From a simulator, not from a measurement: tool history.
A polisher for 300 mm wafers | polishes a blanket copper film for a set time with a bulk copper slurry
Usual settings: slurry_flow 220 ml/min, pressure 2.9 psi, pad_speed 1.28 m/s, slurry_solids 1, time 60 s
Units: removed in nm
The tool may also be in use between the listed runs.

run,hour,slurry_flow,pressure,pad_speed,slurry_solids,time,"incoming thickness of the incoming film, nm",removed
1,0,220,2.9,1.28,1,55,2979.6,509.8
2,14,220,2.9,1.28,1,55,3048.3,508.2
3,24.1,220,2.9,1.28,1.2,60,3006.1,575.6
4,33.4,220,2.9,1.28,1.2,60,3008.4,554.1
5,48.2,220,2.9,1.28,1,60,2994.5,539.1
6,63,220,2.9,1.28,1,60,3052,532.8
7,74,220,2.9,1.28,1,60,3055.2,526.5
8,86.9,220,2.9,1.28,1,60,3018.8,520.4
# hour 97: worn pad replaced by a new one
9,101.5,155,3.8,1,0.75,60,3032.7,576.9
10,113,220,2.9,1.28,1,60,3029.2,556.1
11,128.9,190,2.9,1.28,1,60,3018.7,549.8
12,135.8,220,2.9,1.28,1,50,3039.2,452.4
13,147.8,220,2.5,1.28,1,60,2999.8,454.8
14,156.1,220,2.4,1.28,1,43,2995.3,316.1
# hour 159.9: head pressure recalibrated
15,168,220,3.5,1.68,0.9,46,3003.4,657.1
16,181.8,220,2.6,1.28,0.75,60,3029.2,523.9
# hour 191.5: slurry nozzle cleaned
17,192,220,2.9,1.28,1,60,3049.2,605.7
18,201.2,220,2.9,1.28,1,60,3051.7,603.8
# hour 212.3: slurry blender recalibrated
19,216.1,220,2.9,1.28,1.15,60,3059.7,615.8
# hour 224: worn pad replaced by a new one
20,229.1,220,2.9,1.28,1,60,3072.5,677.8
21,243.9,245,2.9,1.64,1,49,3015.4,631.3
22,260.8,180,3.6,1.28,0.85,60,3023,741.4
23,276,160,2.4,1.64,1,39,3077.2,385.7
24,284.7,255,2.9,1.54,1,60,3032.2,701.5
25,294.3,285,2.5,0.96,1.25,60,3072.8,469.8
26,300.5,220,2.9,1.28,1,60,3061.3,617.7
27,314.3,220,2.9,1.28,1,60,2991.9,609.4
28,322.7,295,2.9,1.28,1.3,43,3055.2,482.6
29,333.8,220,2.9,1.62,1,60,3071.5,739.3
# hour 349.7: worn pad replaced by a new one
30,350.7,220,3.5,1.28,1.1,49,3059.7,670.7

Forecast each of these 4 alternatives for the next run:
A,351.1,220,2.9,1.28,1,60,3037,?
B,351.1,260,2.9,1.42,1,60,3037,?
C,351.1,220,3.4,1.28,1,43,3037,?
D,351.1,290,2.9,1.28,0.8,47,3037,?

run,removed
A,659.7
B,718.3
C,554.3
D,500
Without the tool's hidden state the same runs would have given:
run,removed
A,659.6
B,718.2
C,554.2
D,499.9
